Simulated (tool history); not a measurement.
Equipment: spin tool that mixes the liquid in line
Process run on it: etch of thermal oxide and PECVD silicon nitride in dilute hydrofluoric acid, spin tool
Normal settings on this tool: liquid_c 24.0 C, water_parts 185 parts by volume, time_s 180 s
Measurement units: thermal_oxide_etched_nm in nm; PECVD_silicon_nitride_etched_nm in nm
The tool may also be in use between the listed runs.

run,hour,liquid_c,water_parts,time_s,"read-back film thickness of the thermal oxide reference wafer, read on the same gauge (nm)","read-back film thickness of the PECVD silicon nitride reference wafer, read on the same gauge (nm)",thermal_oxide_etched_nm,PECVD_silicon_nitride_etched_nm
1,0.0,24.0,185,180,79.981,110.01,3.644,5.24
2,28.4,24.0,185,180,80.011,109.98,3.621,5.23
3,98.1,24.0,185,180,80.002,110.06,3.554,5.27
4,126.6,24.0,185,180,79.976,110.00,3.572,5.31
5,157.4,24.0,185,140,79.996,109.98,2.795,4.08
6,222.6,26.5,185,180,79.979,110.02,3.928,6.10
7,285.2,26.5,185,180,80.021,109.93,3.829,6.04
8,329.1,24.0,185,180,79.998,109.99,3.474,5.16
9,381.8,24.0,185,180,80.006,110.04,3.481,5.16
10,415.9,24.0,185,180,79.987,110.02,3.470,5.18
# hour 456.2: gauge calibrated
11,482.3,24.0,185,180,80.011,109.99,3.451,5.14
12,546.0,24.0,185,180,79.975,110.03,3.370,5.06
13,571.5,24.0,185,180,80.023,110.00,3.399,5.00
# hour 640.2: hydrofluoric acid flow meter replaced
14,641.7,24.0,185,285,79.977,109.97,6.023,8.64
15,693.3,24.0,130,145,80.007,109.98,4.605,6.11
16,756.2,24.0,185,180,80.034,110.02,3.684,5.44
17,793.4,24.0,230,270,80.001,110.00,4.212,6.54
18,821.6,25.5,160,180,79.995,110.03,4.669,6.87
# hour 824.9: thermometer replaced
19,863.1,24.0,185,180,80.002,110.02,3.660,5.49
20,913.6,28.5,185,180,80.008,110.02,4.283,7.24
21,943.9,27.5,185,150,80.017,110.00,3.450,5.54
22,990.1,22.0,185,145,79.998,110.03,2.658,3.80
23,1021.1,24.0,185,120,80.021,110.03,2.369,3.59
24,1092.0,28.5,235,180,79.976,109.93,3.154,5.40
# hour 1110.3: gauge calibrated
25,1127.4,24.0,185,180,80.032,109.99,3.594,5.19

Some steps in thermal_oxide_etched_nm between neighbouring runs. How much of each would the tool show without its hidden state too (settings, what came in, random variation), and how much is left for the hidden state, with any gauge scatter that isn't in both results?
The tool's hidden condition here consists of: liquid hotter than its thermometer reads (K); hydrofluoric acid flow below the setpoint (%); gauge reads high (%).
Run 5 -> 6: liquid_c 24.0 -> 26.5, time_s 140 -> 180. thermal_oxide_etched_nm +1.133 nm: hidden state -0.120, all else +1.253.
Run 13 -> 14: time_s 180 -> 285, hydrofluoric acid flow meter replaced. thermal_oxide_etched_nm +2.624 nm: hidden state +0.381, all else +2.243.
Run 14 -> 15: water_parts 185 -> 130, time_s 285 -> 145. thermal_oxide_etched_nm -1.418 nm: hidden state -0.011, all else -1.407.
